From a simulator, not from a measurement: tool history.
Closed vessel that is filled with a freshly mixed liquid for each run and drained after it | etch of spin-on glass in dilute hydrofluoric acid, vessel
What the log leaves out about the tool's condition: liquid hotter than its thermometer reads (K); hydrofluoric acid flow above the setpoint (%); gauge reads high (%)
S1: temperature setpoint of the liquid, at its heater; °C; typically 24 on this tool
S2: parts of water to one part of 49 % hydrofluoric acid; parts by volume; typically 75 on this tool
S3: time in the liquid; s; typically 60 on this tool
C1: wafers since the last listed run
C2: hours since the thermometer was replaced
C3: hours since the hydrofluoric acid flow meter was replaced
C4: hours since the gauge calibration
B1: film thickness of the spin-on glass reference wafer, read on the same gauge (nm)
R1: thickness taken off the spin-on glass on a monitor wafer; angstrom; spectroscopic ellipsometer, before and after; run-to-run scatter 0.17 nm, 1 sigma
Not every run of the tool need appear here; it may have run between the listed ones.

run,day,S1,S2,S3,C1,C2,C3,C4,B1,R1
1,0,24,75,60,0,1676,2067.9,439.3,40.02,213
2,2.921,24,75,60,4942,1746.1,2138,509.4,40.01,213.9
3,5.479,24,75,60,4329,1807.5,2199.4,570.8,39.99,215.6
4,7.046,24,75,60,2651,1845.1,2237,608.4,40.02,214.3
5,8.65,24,75,60,2714,1883.6,2275.5,646.9,40.03,214.3
6,10.525,24,75,60,3172,1928.6,2320.5,691.9,39.99,215.9
7,19.367,24,75,60,14961,2140.8,2532.7,904.1,39.97,217.2
# day 20.425: hydrofluoric acid flow meter replaced
8,22.042,24,50,60,4455,2205,38.8,968.3,40.02,337
9,23.967,20.5,90,45,3257,2251.2,85,1014.5,39.97,119
10,30.117,21,90,35,10406,2398.8,232.6,1162.1,39.99,94.3
# day 30.408: thermometer replaced
# day 32.021: gauge calibrated
11,33.088,24,75,45,4956,64.3,303.9,25.6,40,150.5
12,36.083,24,85,60,5069,136.2,375.8,97.5,40.01,175.6
13,38.625,28.5,100,35,4300,197.2,436.8,158.5,40,100.3
14,40.421,28,75,85,3038,240.3,479.9,201.6,40,337.1
15,41.808,28,75,80,2347,273.6,513.2,234.9,39.99,313.3
16,43.304,24,75,60,2531,309.5,549.1,270.8,40.01,202.8

What if the next run were any one of these 5? Each begins from the tool's condition after run 16:
A,43.333,24,75,80,49,310.2,549.8,271.5,?,?
B,43.333,24,110,30,49,310.2,549.8,271.5,?,?
C,43.333,25.5,75,60,49,310.2,549.8,271.5,?,?
D,43.333,21,75,60,49,310.2,549.8,271.5,?,?
E,43.333,19.5,55,70,49,310.2,549.8,271.5,?,?

run,B1,R1
A,39.98,268.5
B,39.98,65.7
C,39.98,213.8
D,39.98,178.2
E,39.98,272.7
Take away the tool's hidden state, keep each run's random variation, and the runs would have read:
run,R1
A,263.3
B,64.5
C,209.7
D,174.7
E,267.2
